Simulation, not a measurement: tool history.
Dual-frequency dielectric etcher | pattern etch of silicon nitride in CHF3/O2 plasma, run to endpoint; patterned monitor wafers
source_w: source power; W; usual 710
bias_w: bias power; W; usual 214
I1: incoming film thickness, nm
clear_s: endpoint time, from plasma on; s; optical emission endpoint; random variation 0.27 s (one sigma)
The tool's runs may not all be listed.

run 1 hour=0 | source_w=710 bias_w=214 | I1=62.2 | clear_s=36.9
run 2 hour=24.3 | source_w=710 bias_w=214 | I1=61.9 | clear_s=36.6
run 3 hour=65.4 | source_w=710 bias_w=214 | I1=62 | clear_s=36.6
run 4 hour=134.5 | source_w=710 bias_w=214 | I1=61.8 | clear_s=36.4
-- hour=168.2 wet clean of the chamber
run 5 hour=200.7 | source_w=710 bias_w=214 | I1=62 | clear_s=38.1
run 6 hour=263.9 | source_w=650 bias_w=214 | I1=62.1 | clear_s=40.3
run 7 hour=329.1 | source_w=650 bias_w=214 | I1=61.8 | clear_s=40.1
-- hour=360.9 source power generator calibrated
run 8 hour=372.9 | source_w=650 bias_w=214 | I1=61.8 | clear_s=39.6
run 9 hour=442 | source_w=540 bias_w=186 | I1=62 | clear_s=46.6
run 10 hour=478.9 | source_w=850 bias_w=214 | I1=61.6 | clear_s=32.7
-- hour=518.8 bias power generator calibrated
run 11 hour=531.1 | source_w=860 bias_w=192 | I1=61.7 | clear_s=34.7
-- hour=574.8 wet clean of the chamber
run 12 hour=602.9 | source_w=800 bias_w=193 | I1=61.8 | clear_s=36.7
run 13 hour=645 | source_w=760 bias_w=169 | I1=61.3 | clear_s=39.4
-- hour=720.1 upper electrode replaced
run 14 hour=720.6 | source_w=870 bias_w=186 | I1=61.6 | clear_s=35
run 15 hour=773.4 | source_w=710 bias_w=238 | I1=61.7 | clear_s=35.3
run 16 hour=817.6 | source_w=710 bias_w=174 | I1=61.6 | clear_s=39.5
-- hour=929.1 wet clean of the chamber
run 17 hour=929.6 | source_w=710 bias_w=214 | I1=61.9 | clear_s=38.3

Forecast each of these 4 alternatives for the next run:
run A hour=930 | source_w=710 bias_w=199 | I1=61.5 | clear_s=?
run B hour=930 | source_w=800 bias_w=171 | I1=61.5 | clear_s=?
run C hour=930 | source_w=810 bias_w=214 | I1=61.5 | clear_s=?
run D hour=930 | source_w=650 bias_w=177 | I1=61.5 | clear_s=?

run=A clear_s=39
run=B clear_s=38.5
run=C clear_s=35
run=D clear_s=43.2
Without the tool's hidden state the same runs would have given:
run=A clear_s=38.8
run=B clear_s=38.4
run=C clear_s=34.8
run=D clear_s=43
